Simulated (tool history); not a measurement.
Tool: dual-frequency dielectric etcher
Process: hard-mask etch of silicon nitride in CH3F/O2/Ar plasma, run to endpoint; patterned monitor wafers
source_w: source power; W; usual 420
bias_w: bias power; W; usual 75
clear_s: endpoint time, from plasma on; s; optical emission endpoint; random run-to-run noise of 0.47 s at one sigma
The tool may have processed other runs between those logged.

| run | hour | source_w | bias_w | wafers since the last listed run | hours since the last wet clean | hours since the last source power generator calibration | hours since the last bias power generator calibration | hours since the last upper electrode change | incoming incoming film thickness, nm | clear_s |
|---|---|---|---|---|---|---|---|---|---|---|
| 1 | 0.0 | 420 | 75 | 0 | 247.9 | 2951.9 | 1413.9 | 4872.5 | 53.1 | 74.2 |
| 2 | 16.8 | 420 | 75 | 179 | 264.7 | 2968.7 | 1430.7 | 4889.3 | 53.2 | 73.7 |
| 3 | 23.8 | 420 | 75 | 74 | 271.7 | 2975.7 | 1437.7 | 4896.3 | 52.9 | 73.1 |
| 4 | 34.4 | 420 | 75 | 113 | 282.3 | 2986.3 | 1448.3 | 4906.9 | 53.8 | 73.8 |
| 5 | 40.9 | 490 | 75 | 69 | 288.8 | 2992.8 | 1454.8 | 4913.4 | 52.7 | 67.0 |
| 6 | 49.0 | 420 | 75 | 86 | 296.9 | 3000.9 | 1462.9 | 4921.5 | 53.5 | 74.5 |
| 7 | 56.1 | 420 | 75 | 75 | 304.0 | 3008.0 | 1470.0 | 4928.6 | 52.9 | 73.1 |
| 8 | 68.4 | 420 | 75 | 131 | 316.3 | 3020.3 | 1482.3 | 4940.9 | 53.5 | 74.0 |
| 9 | 86.0 | 420 | 75 | 188 | 333.9 | 3037.9 | 1499.9 | 4958.5 | 53.4 | 73.0 |
| 10 | 92.4 | 420 | 75 | 68 | 340.3 | 3044.3 | 1506.3 | 4964.9 | 53.1 | 73.4 |
|  | 110.3 | bias power generator calibrated |
| 11 | 110.8 | 420 | 75 | 153 | 358.7 | 3062.7 | 0.5 | 4983.3 | 53.2 | 72.4 |
| 12 | 125.0 | 510 | 70 | 151 | 372.9 | 3076.9 | 14.7 | 4997.5 | 53.1 | 66.8 |
|  | 162.6 | wet clean of the chamber |
|  | 179.7 | upper electrode replaced |
| 13 | 180.2 | 490 | 86 | 151 | 17.6 | 3132.1 | 69.9 | 0.5 | 53.6 | 68.0 |
| 14 | 180.5 | 350 | 75 | 3 | 17.9 | 3132.4 | 70.2 | 0.8 | 53.3 | 85.1 |
| 15 | 180.8 | 490 | 91 | 3 | 18.2 | 3132.7 | 70.5 | 1.1 | 53.7 | 66.9 |
| 16 | 182.8 | 330 | 91 | 21 | 20.2 | 3134.7 | 72.5 | 3.1 | 53.2 | 80.6 |
| 17 | 194.6 | 380 | 60 | 126 | 32.0 | 3146.5 | 84.3 | 14.9 | 53.0 | 85.1 |
|  | 200.0 | source power generator calibrated |
| 18 | 212.5 | 420 | 75 | 148 | 49.9 | 12.5 | 102.2 | 32.8 | 53.2 | 75.6 |
| 19 | 223.4 | 470 | 86 | 116 | 60.8 | 23.4 | 113.1 | 43.7 | 53.5 | 68.2 |
| 20 | 235.8 | 420 | 75 | 132 | 73.2 | 35.8 | 125.5 | 56.1 | 53.6 | 76.3 |
| 21 | 251.6 | 370 | 75 | 168 | 89.0 | 51.6 | 141.3 | 71.9 | 52.8 | 79.9 |
| 22 | 263.1 | 420 | 92 | 122 | 100.5 | 63.1 | 152.8 | 83.4 | 53.5 | 70.8 |

Here are 5 independent what-if runs from the current tool condition. What would each one return?
| A | 263.5 | 420 | 64 | 4 | 100.9 | 63.5 | 153.2 | 83.8 | 53.6 | ? |
| B | 263.5 | 450 | 61 | 4 | 100.9 | 63.5 | 153.2 | 83.8 | 53.6 | ? |
| C | 263.5 | 360 | 87 | 4 | 100.9 | 63.5 | 153.2 | 83.8 | 53.6 | ? |
| D | 263.5 | 420 | 91 | 4 | 100.9 | 63.5 | 153.2 | 83.8 | 53.6 | ? |
| E | 263.5 | 510 | 75 | 4 | 100.9 | 63.5 | 153.2 | 83.8 | 53.6 | ? |

| run | clear_s |
|---|---|
| A | 80.0 |
| B | 78.3 |
| C | 78.4 |
| D | 71.0 |
| E | 68.8 |
Stripped of hidden state, with their random variation kept, the same runs would have yielded:
| run | clear_s |
|---|---|
| A | 81.3 |
| B | 79.6 |
| C | 79.6 |
| D | 72.2 |
| E | 69.9 |
